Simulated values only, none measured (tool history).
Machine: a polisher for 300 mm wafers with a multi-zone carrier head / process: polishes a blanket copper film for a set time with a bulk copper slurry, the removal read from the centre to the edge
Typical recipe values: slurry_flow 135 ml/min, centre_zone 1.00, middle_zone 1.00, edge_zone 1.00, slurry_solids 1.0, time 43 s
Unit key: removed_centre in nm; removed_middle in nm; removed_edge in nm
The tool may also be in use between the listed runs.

run	hour	slurry_flow	centre_zone	middle_zone	edge_zone	slurry_solids	time	wafers since the last listed run	wafers polished on this pad	hours since the slurry nozzle was cleaned	hours since the centre zone pressure was calibrated	hours since the edge zone pressure was calibrated	hours since the carrier head's membrane was replaced	incoming thickness of the incoming film, nm	removed_centre	removed_middle	removed_edge
1	0.0	135	1.04	1.00	1.00	1.0	43	0	493	87.3	53.5	393.9	1363.1	3621.2	352.3	334.9	340.4
2	56.8	135	1.00	1.00	1.00	1.0	43	946	1440	144.1	110.3	450.7	1419.9	3526.2	338.5	342.3	348.1
3	87.9	135	1.00	1.00	1.00	1.0	43	518	1958	175.2	141.4	481.8	1451.0	3556.1	343.2	341.9	335.0
4	112.2	135	1.00	1.00	1.00	1.0	43	404	2363	199.5	165.7	506.1	1475.3	3532.8	348.3	339.7	345.2
5	178.2	135	1.00	1.00	1.00	1.0	43	1099	3463	265.5	231.7	572.1	1541.3	3552.9	355.4	338.4	348.2
# hour 189.1: slurry nozzle cleaned
# hour 216.2: worn pad replaced by a new one
6	216.7	120	1.00	1.00	1.06	1.0	43	558	8	27.6	270.2	610.6	1579.8	3472.5	342.2	338.0	349.1
7	280.2	120	1.00	1.00	1.06	1.0	43	1058	1066	91.1	333.7	674.1	1643.3	3611.9	349.8	325.1	341.2
8	350.1	135	1.00	1.00	1.00	1.0	43	1164	2231	161.0	403.6	744.0	1713.2	3567.7	362.7	335.0	353.3
# hour 356.6: edge zone pressure recalibrated
# hour 404.8: worn pad replaced by a new one
# hour 426.9: carrier head's membrane replaced by a new one
# hour 478.3: centre zone pressure recalibrated
# hour 482.9: slurry nozzle cleaned
9	559.6	135	1.00	0.95	1.00	1.0	43	3258	2447	76.7	81.3	203.0	132.7	3548.6	347.2	326.1	343.7
10	590.6	135	1.00	1.00	1.00	1.0	57	516	2963	107.7	112.3	234.0	163.7	3600.7	454.0	452.7	471.4
# hour 618.2: worn pad replaced by a new one
11	653.7	135	1.00	0.95	1.00	1.0	47	984	591	170.8	175.4	297.1	226.8	3541.2	381.6	357.2	377.4
12	708.3	135	1.06	1.00	1.00	1.0	43	909	1501	225.4	230.0	351.7	281.4	3589.5	372.6	338.3	337.3
13	798.6	135	1.00	0.95	1.00	1.0	55	1504	3006	315.7	320.3	442.0	371.7	3531.5	456.2	420.4	441.0
# hour 805.6: slurry nozzle cleaned
# hour 820.3: worn pad replaced by a new one
14	834.1	135	1.00	1.00	0.89	1.0	43	508	230	28.5	355.8	477.5	407.2	3501.1	355.7	344.3	332.5
15	885.0	135	1.00	1.00	1.00	1.0	43	848	1079	79.4	406.7	528.4	458.1	3513.9	363.7	346.7	347.7
# hour 1059.5: edge zone pressure recalibrated
# hour 1061.7: worn pad replaced by a new one
# hour 1070.2: centre zone pressure recalibrated
16	1076.4	135	1.00	1.00	1.00	1.0	43	3087	211	270.8	6.2	16.9	649.5	3565.5	347.3	348.2	352.2

Predict each of these 4 candidate next runs independently; none follows another, all start after run 16:
A	1076.8	135	1.00	1.05	1.00	1.0	43	6	218	271.2	6.6	17.3	649.9	3545.5	?	?	?
B	1076.8	125	0.88	1.07	1.00	1.0	39	6	218	271.2	6.6	17.3	649.9	3545.5	?	?	?
C	1076.8	115	1.00	1.00	0.93	1.0	31	6	218	271.2	6.6	17.3	649.9	3545.5	?	?	?
D	1076.8	135	1.00	1.00	1.00	0.9	43	6	218	271.2	6.6	17.3	649.9	3545.5	?	?	?

run	removed_centre	removed_middle	removed_edge
A	335.1	354.9	343.3
B	263.3	322.6	308.4
C	234.0	239.7	237.0
D	330.6	337.3	338.9
Stripped of hidden state, with their random variation kept, the same runs would have yielded:
run	removed_centre	removed_middle	removed_edge
A	333.0	354.9	343.3
B	261.6	322.6	308.4
C	232.5	239.7	237.0
D	328.5	337.3	338.9

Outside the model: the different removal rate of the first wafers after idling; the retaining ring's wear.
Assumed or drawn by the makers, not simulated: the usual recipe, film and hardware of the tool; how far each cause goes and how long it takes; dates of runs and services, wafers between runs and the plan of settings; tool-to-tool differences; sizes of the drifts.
